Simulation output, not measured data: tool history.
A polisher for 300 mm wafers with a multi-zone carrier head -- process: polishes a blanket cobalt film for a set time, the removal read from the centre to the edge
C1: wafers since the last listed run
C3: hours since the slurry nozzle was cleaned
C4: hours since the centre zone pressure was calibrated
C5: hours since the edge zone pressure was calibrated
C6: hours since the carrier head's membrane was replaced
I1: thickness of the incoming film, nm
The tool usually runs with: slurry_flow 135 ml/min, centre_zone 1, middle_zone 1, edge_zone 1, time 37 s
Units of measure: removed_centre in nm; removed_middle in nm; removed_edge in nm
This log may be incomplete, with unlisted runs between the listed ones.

{"run": 1, "hour": 0.0, "slurry_flow": 100, "centre_zone": 1, "middle_zone": 1.03, "edge_zone": 1, "time": 37, "C1": 0, "wafers polished on this pad": 251, "C3": 145, "C4": 360.3, "C5": 681.2, "C6": 1253.8, "I1": 625.2, "removed_centre": 214.6, "removed_middle": 220.7, "removed_edge": 223.4}
{"run": 2, "hour": 17.7, "slurry_flow": 100, "centre_zone": 1, "middle_zone": 1.03, "edge_zone": 1, "time": 37, "C1": 233, "wafers polished on this pad": 485, "C3": 162.7, "C4": 378, "C5": 698.9, "C6": 1271.5, "I1": 622.7, "removed_centre": 215.6, "removed_middle": 220.3, "removed_edge": 222.8}
{"run": 3, "hour": 23.8, "slurry_flow": 100, "centre_zone": 1, "middle_zone": 1.03, "edge_zone": 1, "time": 37, "C1": 80, "wafers polished on this pad": 566, "C3": 168.8, "C4": 384.1, "C5": 705, "C6": 1277.6, "I1": 619.7, "removed_centre": 217.1, "removed_middle": 215.5, "removed_edge": 225}
{"run": 4, "hour": 30.6, "slurry_flow": 135, "centre_zone": 1, "middle_zone": 1, "edge_zone": 1, "time": 37, "C1": 89, "wafers polished on this pad": 655, "C3": 175.6, "C4": 390.9, "C5": 711.8, "C6": 1284.4, "I1": 625.4, "removed_centre": 237, "removed_middle": 232.1, "removed_edge": 235.2}
{"hour": 71.0, "done": "worn pad replaced by a new one"}
{"run": 5, "hour": 76.4, "slurry_flow": 135, "centre_zone": 1, "middle_zone": 1, "edge_zone": 1, "time": 37, "C1": 552, "wafers polished on this pad": 71, "C3": 221.4, "C4": 436.7, "C5": 757.6, "C6": 1330.2, "I1": 636.2, "removed_centre": 235.1, "removed_middle": 232.8, "removed_edge": 233.1}
{"hour": 88.9, "done": "edge zone pressure recalibrated"}
{"run": 6, "hour": 89.4, "slurry_flow": 135, "centre_zone": 1, "middle_zone": 1, "edge_zone": 1, "time": 37, "C1": 145, "wafers polished on this pad": 217, "C3": 234.4, "C4": 449.7, "C5": 0.5, "C6": 1343.2, "I1": 620.2, "removed_centre": 239.1, "removed_middle": 234.8, "removed_edge": 231.4}
{"hour": 103.3, "done": "slurry nozzle cleaned"}
{"run": 7, "hour": 104.9, "slurry_flow": 135, "centre_zone": 1, "middle_zone": 1, "edge_zone": 1, "time": 37, "C1": 191, "wafers polished on this pad": 408, "C3": 1.6, "C4": 465.2, "C5": 16, "C6": 1358.7, "I1": 639.3, "removed_centre": 237.8, "removed_middle": 232.5, "removed_edge": 239.5}
{"run": 8, "hour": 111.2, "slurry_flow": 135, "centre_zone": 1, "middle_zone": 1, "edge_zone": 1, "time": 37, "C1": 83, "wafers polished on this pad": 491, "C3": 7.9, "C4": 471.5, "C5": 22.3, "C6": 1365, "I1": 620.1, "removed_centre": 235, "removed_middle": 235.2, "removed_edge": 237.1}
{"run": 9, "hour": 118.8, "slurry_flow": 135, "centre_zone": 0.92, "middle_zone": 0.92, "edge_zone": 1, "time": 37, "C1": 100, "wafers polished on this pad": 592, "C3": 15.5, "C4": 479.1, "C5": 29.9, "C6": 1372.6, "I1": 632, "removed_centre": 222, "removed_middle": 216.2, "removed_edge": 232.8}
{"run": 10, "hour": 127.9, "slurry_flow": 155, "centre_zone": 1, "middle_zone": 1, "edge_zone": 1, "time": 25, "C1": 120, "wafers polished on this pad": 712, "C3": 24.6, "C4": 488.2, "C5": 39, "C6": 1381.7, "I1": 626.7, "removed_centre": 165.9, "removed_middle": 161.3, "removed_edge": 162.4}
{"hour": 144.6, "done": "worn pad replaced by a new one"}
{"run": 11, "hour": 145.1, "slurry_flow": 150, "centre_zone": 0.93, "middle_zone": 0.97, "edge_zone": 1, "time": 37, "C1": 174, "wafers polished on this pad": 6, "C3": 41.8, "C4": 505.4, "C5": 56.2, "C6": 1398.9, "I1": 628.8, "removed_centre": 228.1, "removed_middle": 226.6, "removed_edge": 246.5}
{"run": 12, "hour": 154.5, "slurry_flow": 135, "centre_zone": 1, "middle_zone": 1, "edge_zone": 1, "time": 37, "C1": 124, "wafers polished on this pad": 130, "C3": 51.2, "C4": 514.8, "C5": 65.6, "C6": 1408.3, "I1": 621.6, "removed_centre": 238.8, "removed_middle": 230.4, "removed_edge": 235.5}
{"hour": 169.8, "done": "carrier head's membrane replaced by a new one"}
{"run": 13, "hour": 170.3, "slurry_flow": 135, "centre_zone": 1, "middle_zone": 1, "edge_zone": 1, "time": 37, "C1": 142, "wafers polished on this pad": 272, "C3": 67, "C4": 530.6, "C5": 81.4, "C6": 0.5, "I1": 630.9, "removed_centre": 235.6, "removed_middle": 234.3, "removed_edge": 237.7}
{"hour": 178.1, "done": "centre zone pressure recalibrated"}
{"run": 14, "hour": 185.5, "slurry_flow": 115, "centre_zone": 1, "middle_zone": 1, "edge_zone": 1, "time": 37, "C1": 174, "wafers polished on this pad": 447, "C3": 82.2, "C4": 7.4, "C5": 96.6, "C6": 15.7, "I1": 628.1, "removed_centre": 225.1, "removed_middle": 222.8, "removed_edge": 231.1}
{"run": 15, "hour": 196.7, "slurry_flow": 135, "centre_zone": 1, "middle_zone": 1, "edge_zone": 1, "time": 30, "C1": 147, "wafers polished on this pad": 595, "C3": 93.4, "C4": 18.6, "C5": 107.8, "C6": 26.9, "I1": 636.2, "removed_centre": 194, "removed_middle": 189.8, "removed_edge": 193.3}
{"run": 16, "hour": 209.5, "slurry_flow": 135, "centre_zone": 1, "middle_zone": 1, "edge_zone": 1, "time": 37, "C1": 169, "wafers polished on this pad": 764, "C3": 106.2, "C4": 31.4, "C5": 120.6, "C6": 39.7, "I1": 640.1, "removed_centre": 236.5, "removed_middle": 233.1, "removed_edge": 233.3}
{"hour": 223.0, "done": "worn pad replaced by a new one"}
{"run": 17, "hour": 223.5, "slurry_flow": 135, "centre_zone": 0.92, "middle_zone": 1, "edge_zone": 1, "time": 37, "C1": 132, "wafers polished on this pad": 5, "C3": 120.2, "C4": 45.4, "C5": 134.6, "C6": 53.7, "I1": 623.9, "removed_centre": 220.9, "removed_middle": 229.2, "removed_edge": 233.3}

Predict each of these 5 candidate next runs independently; none follows another, all start after run 17:
{"run": "A", "hour": 223.9, "slurry_flow": 135, "centre_zone": 1, "middle_zone": 1, "edge_zone": 1, "time": 37, "C1": 5, "wafers polished on this pad": 11, "C3": 120.6, "C4": 45.8, "C5": 135, "C6": 54.1, "I1": 621.2, "removed_centre": "?", "removed_middle": "?", "removed_edge": "?"}
{"run": "B", "hour": 223.9, "slurry_flow": 165, "centre_zone": 1, "middle_zone": 0.94, "edge_zone": 0.96, "time": 37, "C1": 5, "wafers polished on this pad": 11, "C3": 120.6, "C4": 45.8, "C5": 135, "C6": 54.1, "I1": 621.2, "removed_centre": "?", "removed_middle": "?", "removed_edge": "?"}
{"run": "C", "hour": 223.9, "slurry_flow": 135, "centre_zone": 1.06, "middle_zone": 1, "edge_zone": 1, "time": 31, "C1": 5, "wafers polished on this pad": 11, "C3": 120.6, "C4": 45.8, "C5": 135, "C6": 54.1, "I1": 621.2, "removed_centre": "?", "removed_middle": "?", "removed_edge": "?"}
{"run": "D", "hour": 223.9, "slurry_flow": 135, "centre_zone": 0.95, "middle_zone": 0.94, "edge_zone": 0.94, "time": 25, "C1": 5, "wafers polished on this pad": 11, "C3": 120.6, "C4": 45.8, "C5": 135, "C6": 54.1, "I1": 621.2, "removed_centre": "?", "removed_middle": "?", "removed_edge": "?"}
{"run": "E", "hour": 223.9, "slurry_flow": 135, "centre_zone": 1, "middle_zone": 1.08, "edge_zone": 1, "time": 46, "C1": 5, "wafers polished on this pad": 11, "C3": 120.6, "C4": 45.8, "C5": 135, "C6": 54.1, "I1": 621.2, "removed_centre": "?", "removed_middle": "?", "removed_edge": "?"}

run=A removed_centre=234.7 removed_middle=226.6 removed_edge=235.9
run=B removed_centre=245.5 removed_middle=223.9 removed_edge=238.3
run=C removed_centre=205.6 removed_middle=189.8 removed_edge=197.7
run=D removed_centre=152.5 removed_middle=145.4 removed_edge=154.9
run=E removed_centre=291.9 removed_middle=300.7 removed_edge=293
Stripped of hidden state, with their random variation kept, the same runs would have yielded:
run=A removed_centre=234.7 removed_middle=226.6 removed_edge=235.9
run=B removed_centre=245.5 removed_middle=223.9 removed_edge=238.3
run=C removed_centre=205.6 removed_middle=189.8 removed_edge=197.7
run=D removed_centre=152.5 removed_middle=145.4 removed_edge=154.9
run=E removed_centre=291.9 removed_middle=300.7 removed_edge=293

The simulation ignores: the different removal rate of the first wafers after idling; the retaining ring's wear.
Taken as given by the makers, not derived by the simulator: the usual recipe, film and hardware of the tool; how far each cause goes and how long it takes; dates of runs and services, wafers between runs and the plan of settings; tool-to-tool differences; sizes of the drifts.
